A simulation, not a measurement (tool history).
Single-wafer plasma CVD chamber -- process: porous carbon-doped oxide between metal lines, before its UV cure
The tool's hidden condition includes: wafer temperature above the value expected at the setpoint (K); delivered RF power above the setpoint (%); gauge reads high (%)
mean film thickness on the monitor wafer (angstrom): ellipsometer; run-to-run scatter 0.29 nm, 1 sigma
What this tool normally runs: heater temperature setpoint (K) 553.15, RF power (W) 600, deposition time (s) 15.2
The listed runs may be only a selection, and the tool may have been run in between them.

run	day	heater temperature setpoint (K)	RF power (W)	deposition time (s)	wafers since the last listed run	hours since the last thermocouple change	hours since the last RF generator calibration	hours since the showerhead was replaced	hours since the gauge calibration	read-back reference wafer on the same gauge, thickness_nm	mean film thickness on the monitor wafer (angstrom)
1	0.000	564.15	665	15.2	0	728.3	828.5	6018.5	2110.5	117.867	995.49
2	4.329	564.15	665	15.2	2438	832.2	932.4	6122.4	2214.4	117.931	991.00
3	15.817	564.15	665	15.2	6471	1107.9	1208.1	6398.1	2490.1	117.913	993.17
4	17.467	553.15	600	15.2	929	1147.5	1247.7	6437.7	2529.7	117.824	991.21
5	19.904	553.15	600	15.2	1373	1206.0	1306.2	6496.2	2588.2	117.911	987.78
6	24.267	553.15	600	15.2	2457	1310.7	1410.9	6600.9	2692.9	117.896	990.25
7	27.225	553.15	600	15.2	1666	1381.7	1481.9	6671.9	2763.9	117.857	988.74
8	29.388	553.15	600	15.2	1218	1433.6	1533.8	6723.8	2815.8	117.879	989.53
9	30.908	553.15	600	15.2	856	1470.1	1570.3	6760.3	2852.3	117.887	991.82
# day 36.767: thermocouple changed; heater temperature recalibrated
# day 37.821: gauge calibrated
10	42.733	553.15	600	15.2	6473	143.2	1854.1	7044.1	117.9	117.858	974.21
11	45.479	553.15	635	15.2	1546	209.1	1920.0	7110.0	183.8	117.931	1008.09
# day 53.025: showerhead replaced
12	54.883	553.15	635	15.2	5110	434.8	2145.7	44.6	409.5	117.804	1008.20
13	58.421	553.15	600	15.2	1992	519.7	2230.6	129.5	494.4	117.940	971.89
14	61.333	553.15	600	15.2	1640	589.6	2300.5	199.4	564.3	117.839	975.41
15	64.738	553.15	600	15.2	1917	671.3	2382.2	281.1	646.0	117.884	967.16
16	68.188	544.15	600	12.6	1943	754.1	2465.0	363.9	728.8	117.896	855.45
17	70.496	564.15	665	15.2	1300	809.5	2520.4	419.3	784.2	117.843	975.34
18	72.633	553.15	600	15.2	1204	860.8	2571.7	470.6	835.5	117.873	976.65
19	75.912	539.15	510	16.8	1847	939.5	2650.4	549.3	914.2	117.974	1052.96
# day 77.492: RF generator calibrated
20	79.121	545.15	600	16.7	1619	1016.5	39.1	626.3	991.2	118.035	1148.17
21	80.808	553.15	600	15.2	950	1057.0	79.6	666.8	1031.7	117.942	1003.46
22	83.083	558.15	510	15.2	1281	1111.6	134.2	721.4	1086.3	117.943	873.93
23	85.004	553.15	705	13.4	1082	1157.7	180.3	767.5	1132.4	117.889	972.63
24	87.242	565.15	670	15.2	1260	1211.4	234.0	821.2	1186.1	117.889	997.04
25	91.604	549.15	500	15.2	2457	1316.1	338.7	925.9	1290.8	117.907	915.88
26	94.067	539.15	510	16.8	1387	1375.2	397.8	985.0	1349.9	117.966	1084.89
# day 101.783: thermocouple changed; heater temperature recalibrated
27	103.633	563.15	600	15.2	5201	44.4	627.4	1214.6	1579.5	117.936	932.46
28	106.242	553.15	600	16.7	1469	107.0	690.0	1277.2	1642.1	117.862	1074.35
29	110.542	553.15	600	16.5	2422	210.2	793.2	1380.4	1745.3	117.892	1062.13
30	112.300	563.15	510	15.2	990	252.4	835.4	1422.6	1787.5	117.938	838.28
31	115.367	547.15	655	16.2	1727	326.0	909.0	1496.2	1861.1	117.861	1143.84

State the hidden condition of the tool at each of the runs:
gauge reads high (%): 0 at every run
H1: wafer temperature above the value expected at the setpoint (K)
H2: delivered RF power above the setpoint (%)
run	H1	H2
1	-1.01	-1.37
2	-1.23	-1.52
3	-1.94	-1.92
4	-2.06	-1.97
5	-2.24	-2.06
6	-2.59	-2.21
7	-2.85	-2.31
8	-3.04	-2.39
9	-3.18	-2.44
10	-0.216	-2.85
11	-0.247	-2.94
12	-0.44	-3.27
13	-0.548	-3.39
14	-0.651	-3.49
15	-0.788	-3.61
16	-0.946	-3.73
17	-1.06	-3.81
18	-1.17	-3.88
19	-1.36	-4
20	-1.56	-0.224
21	-1.68	-0.282
22	-1.83	-0.361
23	-1.97	-0.427
24	-2.14	-0.505
25	-2.49	-0.655
26	-2.71	-0.741
27	0.569	-1.07
28	0.556	-1.16
29	0.512	-1.31
30	0.486	-1.37
31	0.43	-1.48
